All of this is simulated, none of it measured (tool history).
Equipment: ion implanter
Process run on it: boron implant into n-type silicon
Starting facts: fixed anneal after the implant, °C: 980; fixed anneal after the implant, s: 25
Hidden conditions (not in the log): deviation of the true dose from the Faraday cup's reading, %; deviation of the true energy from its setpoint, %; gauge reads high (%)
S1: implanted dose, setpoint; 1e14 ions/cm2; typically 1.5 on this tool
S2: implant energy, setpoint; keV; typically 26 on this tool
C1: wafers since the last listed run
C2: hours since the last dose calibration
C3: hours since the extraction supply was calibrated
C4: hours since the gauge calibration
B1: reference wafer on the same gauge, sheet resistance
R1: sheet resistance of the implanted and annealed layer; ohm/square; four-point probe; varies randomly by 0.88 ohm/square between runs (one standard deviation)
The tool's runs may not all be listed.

run	hour	S1	S2	C1	C2	C3	C4	B1	R1
1	0	1.5	31.5	0	495.1	3903.8	278.9	583.59	576.46
2	17.1	1.5	31.5	262	512.2	3920.9	296	582.94	577.16
3	29.4	1.5	26	189	524.5	3933.2	308.3	583.05	597.53
4	41.6	1.5	26	187	536.7	3945.4	320.5	583.23	598.26
5	65	1.5	26	359	560.1	3968.8	343.9	583.12	599.47
6	91.6	1.5	26	409	586.7	3995.4	370.5	582.83	599.38
7	122.2	1.5	26	470	617.3	4026	401.1	582.7	601.73
# hour 160.3: gauge calibrated
8	161.3	1.5	26	601	656.4	4065.1	1	583.03	602.78
9	182.1	1.5	26	319	677.2	4085.9	21.8	583.14	601.76
10	211.1	1.24	32	445	706.2	4114.9	50.8	582.72	664.84
11	243.9	1.5	26	504	739	4147.7	83.6	583.29	606.31
12	273.4	1.5	26	453	768.5	4177.2	113.1	582.69	604.51
# hour 295: Faraday cup replaced and dose calibrated
13	306.6	1.82	20	387	11.6	4210.4	146.3	583.05	531.37
# hour 332.6: extraction supply calibrated
14	333.1	1.8	26	284	38.1	0.5	172.8	583.11	517.77
15	360.5	1.69	30.5	421	65.5	27.9	200.2	582.73	527.43
16	375.9	1.72	23.5	236	80.9	43.3	215.6	583.12	543.31
17	402.7	1.68	34.5	412	107.7	70.1	242.4	583.29	519.53
18	424.2	1.5	26	330	129.2	91.6	263.9	583.13	590.43

Forecast each of these 5 alternatives for the next run:
A	424.6	1.5	26	6	129.6	92	264.3	?	?
B	424.6	1.81	26	6	129.6	92	264.3	?	?
C	424.6	1.9	30.5	6	129.6	92	264.3	?	?
D	424.6	1.93	23.5	6	129.6	92	264.3	?	?
E	424.6	1.14	20	6	129.6	92	264.3	?	?

run	B1	R1
A	583.12	588.48
B	583.12	514.09
C	583.12	485.35
D	583.12	497.4
E	583.12	751.22
Had the tool no hidden state, the same runs would have come out as:
run	R1
A	588.18
B	513.82
C	485.1
D	497.14
E	750.83

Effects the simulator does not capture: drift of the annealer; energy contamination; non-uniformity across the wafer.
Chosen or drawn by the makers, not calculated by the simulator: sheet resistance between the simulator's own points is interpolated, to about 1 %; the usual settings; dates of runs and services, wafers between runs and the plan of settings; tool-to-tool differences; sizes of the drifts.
